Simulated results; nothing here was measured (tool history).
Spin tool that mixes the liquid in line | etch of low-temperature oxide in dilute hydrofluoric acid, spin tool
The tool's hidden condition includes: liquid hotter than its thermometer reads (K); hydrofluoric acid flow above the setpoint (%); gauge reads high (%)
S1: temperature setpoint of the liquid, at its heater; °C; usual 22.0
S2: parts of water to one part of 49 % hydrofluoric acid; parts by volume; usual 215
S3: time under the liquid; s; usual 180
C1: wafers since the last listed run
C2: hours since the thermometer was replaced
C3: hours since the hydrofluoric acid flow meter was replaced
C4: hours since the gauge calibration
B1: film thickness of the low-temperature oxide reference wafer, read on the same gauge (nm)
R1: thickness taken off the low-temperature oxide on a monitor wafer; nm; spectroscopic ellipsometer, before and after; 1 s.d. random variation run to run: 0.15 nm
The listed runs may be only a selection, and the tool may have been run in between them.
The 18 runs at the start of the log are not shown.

run,hour,S1,S2,S3,C1,C2,C3,C4,B1,R1
19,1072.7,23.5,155,215,734,241.8,1005.4,361.6,129.99,34.48
20,1136.8,22.0,215,180,530,305.9,1069.5,425.7,130.04,18.52
21,1173.5,22.0,145,180,303,342.6,1106.2,462.4,130.02,29.42
22,1229.6,22.0,215,250,464,398.7,1162.3,518.5,129.99,26.07
23,1281.8,19.0,255,285,432,450.9,1214.5,570.7,130.00,21.39
24,1387.9,23.5,185,180,878,557.0,1320.6,676.8,130.00,23.28
25,1474.2,25.5,245,220,714,643.3,1406.9,763.1,130.00,22.13
26,1541.6,24.0,275,210,558,710.7,1474.3,830.5,130.01,17.26
27,1633.1,26.0,130,80,757,802.2,1565.8,922.0,130.00,17.58
28,1709.8,19.5,140,150,635,878.9,1642.5,998.7,130.01,23.58
29,1768.3,22.0,215,180,484,937.4,1701.0,1057.2,130.01,18.89
30,1822.4,22.0,215,180,448,991.5,1755.1,1111.3,130.01,18.73
31,1898.3,26.5,185,270,628,1067.4,1831.0,1187.2,129.99,41.09
32,1967.1,19.0,285,95,569,1136.2,1899.8,1256.0,129.99,6.40

4 ways to go on from here, each from the tool as it stands after run 32. What would each give?
A,1967.6,22.0,215,180,4,1136.7,1900.3,1256.5,?,?
B,1967.6,25.0,175,75,4,1136.7,1900.3,1256.5,?,?
C,1967.6,22.0,185,95,4,1136.7,1900.3,1256.5,?,?
D,1967.6,18.5,215,180,4,1136.7,1900.3,1256.5,?,?

run,B1,R1
A,130.00,18.91
B,130.00,11.28
C,130.00,11.94
D,130.00,16.52
With no hidden state in the tool, these same runs would have given:
run,R1
A,17.48
B,10.44
C,11.06
D,15.29
